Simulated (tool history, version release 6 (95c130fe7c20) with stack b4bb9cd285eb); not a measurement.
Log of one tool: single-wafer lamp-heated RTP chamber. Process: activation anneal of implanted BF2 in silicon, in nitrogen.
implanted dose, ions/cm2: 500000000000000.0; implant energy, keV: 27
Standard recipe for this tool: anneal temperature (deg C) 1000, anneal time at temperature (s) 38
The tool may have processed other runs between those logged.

run	hour	anneal temperature (deg C)	anneal time at temperature (s)	wafers since the last listed run	wafers since the last pyrometer calibration	wafers since the reflector plate was cleaned	hours since the gauge calibration	read-back reference wafer on the same gauge, sheet resistance	sheet resistance of the implanted and annealed layer (ohm/square)
1	0	1000	38	0	1796	8862	44.7	221.07	215.96
2	27.4	1000	38	353	2149	9215	72.1	221.17	215.55
3	48.4	1000	38	270	2419	9486	93.1	220.99	215.57
4	83.7	1000	38	454	2874	9941	128.4	221.27	214.58
5	118.1	1000	38	443	3317	10384	162.8	220.66	214.94
6	135.6	987	26	225	3543	10609	180.3	220.99	220.06
7	163.8	987	26	363	3906	10973	208.5	221.02	220.54
8	199.2	1000	52	456	4362	11429	243.9	220.99	211.67
9	226.5	1000	52	351	4714	11780	271.2	220.91	211.78
10	245.1	1000	52	239	4953	12020	289.8	221.07	211.29
# hour 302.3: pyrometer window cleaned and pyrometer calibrated
11	325	1000	38	926	292	12946	369.7	221.06	216.05
12	344.4	1000	38	249	542	13196	389.1	221.07	216.84
# hour 365.7: reflector plate cleaned
13	366.2	1000	38	177	720	6	410.9	220.94	216.85
14	378.2	1020	60	154	874	160	422.9	221.03	209.89
15	404.5	1029	50	338	1213	499	449.2	221.21	209.82
16	417.6	1029	47	168	1382	668	462.3	221.02	209.84
17	434.1	1000	38	212	1595	881	478.8	221.11	216.9
18	446.2	1008	54	155	1751	1036	490.9	221.18	212.61
19	475.5	981	18	377	2128	1414	520.2	220.93	226.09
# hour 498.1: gauge calibrated
20	504.1	1000	54	368	2497	1782	6	220.93	214.35
21	537.2	987	57	426	2923	2209	39.1	221.1	217.26
22	552.6	987	26	198	3121	2407	54.5	221.06	221.12
23	577.8	1000	38	324	3446	2732	79.7	221.14	214.27
24	613	983	29	453	3900	3185	114.9	220.96	221.43
25	638.8	991	29	332	4232	3518	140.7	221.1	217.95
26	656.2	1016	60	224	4456	3742	158.1	221.02	208.3
# hour 671.1: pyrometer window cleaned and pyrometer calibrated
27	686.9	1017	20	292	203	4034	188.8	220.89	216.94

Here are 4 independent what-if runs from the current tool condition. What would each one return?
A	687.3	1018	38	5	208	4040	189.2	?	?
B	687.3	1030	38	5	208	4040	189.2	?	?
C	687.3	1000	15	5	208	4040	189.2	?	?
D	687.3	1000	51	5	208	4040	189.2	?	?

run	read-back reference wafer on the same gauge, sheet resistance	sheet resistance of the implanted and annealed layer (ohm/square)
A	220.95	213.27
B	220.95	211.59
C	220.95	221.49
D	220.95	215.4
Without the tool's unlogged condition, the same runs would have read:
run	sheet resistance of the implanted and annealed layer (ohm/square)
A	213.35
B	211.65
C	221.61
D	215.51

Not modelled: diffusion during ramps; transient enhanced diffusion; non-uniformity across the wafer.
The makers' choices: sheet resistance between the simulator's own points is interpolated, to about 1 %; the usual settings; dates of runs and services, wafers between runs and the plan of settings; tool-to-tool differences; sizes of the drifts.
